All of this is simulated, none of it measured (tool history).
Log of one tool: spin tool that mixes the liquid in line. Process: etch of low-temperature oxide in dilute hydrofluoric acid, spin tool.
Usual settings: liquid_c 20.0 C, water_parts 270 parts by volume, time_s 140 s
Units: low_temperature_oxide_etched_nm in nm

run	hour	liquid_c	water_parts	time_s	read-back film thickness of the low-temperature oxide reference wafer, read on the same gauge (nm)	low_temperature_oxide_etched_nm
1	0.0	20.0	270	140	50.02	6.41
2	175.3	20.0	270	140	50.02	6.37
3	214.6	20.0	270	140	50.02	6.30
4	278.5	20.0	270	140	50.00	6.30
# hour 313.0: thermometer replaced
5	338.8	20.0	270	75	50.03	3.46
# hour 423.2: hydrofluoric acid flow meter replaced
6	534.4	20.0	270	75	49.97	3.43
7	580.1	20.0	270	75	49.99	3.43
8	621.1	20.0	270	140	49.98	6.43
9	677.1	20.0	270	140	50.00	6.46
10	703.5	20.0	270	140	50.02	6.41
11	767.3	20.0	270	140	50.03	6.25
# hour 786.1: thermometer replaced
12	823.1	20.0	270	140	50.01	6.49
13	873.9	20.0	270	140	49.99	6.52
14	940.6	17.5	185	100	49.99	6.66
15	1005.7	18.0	235	140	49.99	7.04
16	1038.1	20.0	150	75	50.02	6.94
17	1099.1	20.0	270	140	49.98	6.36
# hour 1204.2: gauge calibrated
18	1219.9	17.0	270	175	50.01	7.03
# hour 1241.9: thermometer replaced
19	1264.5	22.5	175	210	50.01	18.27
20	1299.8	20.0	270	220	50.00	10.25
21	1363.7	24.0	360	110	50.01	4.08
# hour 1380.3: hydrofluoric acid flow meter replaced
22	1418.1	20.0	270	140	50.01	6.44
23	1454.5	20.0	335	85	50.01	2.98
24	1488.8	17.0	220	160	49.99	8.35
25	1648.6	20.0	270	140	50.00	6.26
# hour 1690.1: thermometer replaced
26	1703.0	17.0	385	205	50.05	5.38
27	1731.9	18.0	140	215	49.97	20.19
28	1757.1	20.0	270	140	49.99	6.45
29	1811.1	20.0	270	140	49.99	6.48
30	1855.2	20.0	270	140	50.00	6.44
31	1885.7	25.0	270	205	50.01	11.16

Forecast each of these 5 alternatives for the next run:
A	1886.2	20.0	270	140	?	?
B	1886.2	20.0	355	60	?	?
C	1886.2	20.0	170	140	?	?
D	1886.2	18.0	165	80	?	?
E	1886.2	20.0	270	225	?	?

run	read-back film thickness of the low-temperature oxide reference wafer, read on the same gauge (nm)	low_temperature_oxide_etched_nm
A	50.02	6.44
B	50.02	1.95
C	50.02	11.25
D	50.02	6.14
E	50.02	10.35
Without the tool's hidden state the same runs would have given:
run	low_temperature_oxide_etched_nm
A	6.54
B	1.98
C	11.44
D	6.25
E	10.51
